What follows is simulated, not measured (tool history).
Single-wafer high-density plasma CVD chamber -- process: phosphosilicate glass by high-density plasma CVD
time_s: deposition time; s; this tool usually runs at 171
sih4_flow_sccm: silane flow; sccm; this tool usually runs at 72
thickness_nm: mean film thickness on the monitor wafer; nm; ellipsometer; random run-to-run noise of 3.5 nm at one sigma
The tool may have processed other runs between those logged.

run     day  time_s  sih4_flow_sccm  wafers since the last listed run  hours since the silane flow controller was replaced  hours since the gauge calibration  read-back reference wafer on the same gauge, thickness_nm  thickness_nm
  1   0.000     152              78                                 0                                               2063.3                              521.9                                                   1059.976      1267.166
  2   2.500     152              78                               388                                               2123.3                              581.9                                                   1060.709      1262.591
  3   3.771     152              78                               197                                               2153.8                              612.4                                                   1059.620      1269.723
  4   6.267     171              72                               387                                               2213.7                              672.3                                                   1059.234      1311.307
  5   8.879     171              72                               405                                               2276.4                              735.0                                                   1060.435      1324.116
  6  10.583     171              72                               264                                               2317.3                              775.9                                                   1060.314      1323.890
  7  11.754     171              72                               181                                               2345.4                              804.0                                                   1059.953      1328.460
  8  14.208     171              72                               381                                               2404.3                              862.9                                                   1059.776      1324.590
  9  16.871     171              72                               413                                               2468.2                              926.8                                                   1059.313      1336.523
 10  18.279     171              72                               218                                               2502.0                              960.6                                                   1059.560      1334.365
     20.450  -- silane flow controller replaced
 11  21.200     171              72                               401                                                 18.0                             1030.7                                                   1059.997      1246.840
 12  22.892     171              72                               262                                                 58.6                             1071.3                                                   1060.574      1254.106
 13  24.371     171              72                               229                                                 94.1                             1106.8                                                   1060.914      1249.640
 14  26.979     171              72                               404                                                156.7                             1169.4                                                   1060.117      1251.972
     28.575  -- gauge calibrated
 15  29.896     171              72                               452                                                226.7                               31.7                                                   1059.633      1256.783
 16  32.550     171              72                               412                                                290.4                               95.4                                                   1059.951      1251.666
 17  34.371     160              72                               282                                                334.1                              139.1                                                   1060.416      1168.145
 18  37.008     140              72                               409                                                397.4                              202.4                                                   1059.181      1027.548
 19  38.221     197              81                               188                                                426.5                              231.5                                                   1058.936      1617.359
 20  40.858     190              83                               409                                                489.8                              294.8                                                   1059.560      1609.717
 21  42.667     171              77                               280                                                533.2                              338.2                                                   1059.662      1342.834
 22  43.733     154              86                               165                                                558.8                              363.8                                                   1060.226      1357.175
 23  45.700     171              72                               305                                                606.0                              411.0                                                   1061.021      1256.039
 24  46.738     155              58                               161                                                630.9                              435.9                                                   1060.171       914.072
 25  48.475     161              78                               269                                                672.6                              477.6                                                   1060.544      1281.899
 26  50.204     156              79                               268                                                714.1                              519.1                                                   1060.403      1254.584
 27  52.292     196              82                               324                                                764.2                              569.2                                                   1060.701      1646.516
 28  55.154     171              72                               444                                                832.9                              637.9                                                   1061.019      1258.198
 29  56.496     148              78                               208                                                865.1                              670.1                                                   1059.843      1178.247
 30  57.792     205              61                               201                                                896.2                              701.2                                                   1060.562      1280.537
 31  60.538     171              72                               426                                                962.1                              767.1                                                   1059.070      1265.375
 32  62.071     171              84                               238                                                998.9                              803.9                                                   1060.160      1475.885
 33  64.038     171              80                               305                                               1046.1                              851.1                                                   1060.219      1407.353

The tool's hidden state at each run:
gauge reads high (%): 0 across all the runs
H1: delivered silane flow above the setpoint (%)
run       H1
  1     4.44
  2     4.66
  3     4.77
  4        5
  5     5.25
  6     5.42
  7     5.53
  8     5.78
  9     6.05
 10      6.2
 11   -0.366
 12   -0.363
 13   -0.358
 14   -0.345
 15   -0.321
 16   -0.292
 17   -0.268
 18   -0.227
 19   -0.206
 20   -0.155
 21   -0.116
 22  -0.0915
 23  -0.0432
 24  -0.0161
 25   0.0317
 26   0.0823
 27    0.147
 28    0.244
 29    0.292
 30     0.34
 31    0.448
 32    0.511
 33    0.596
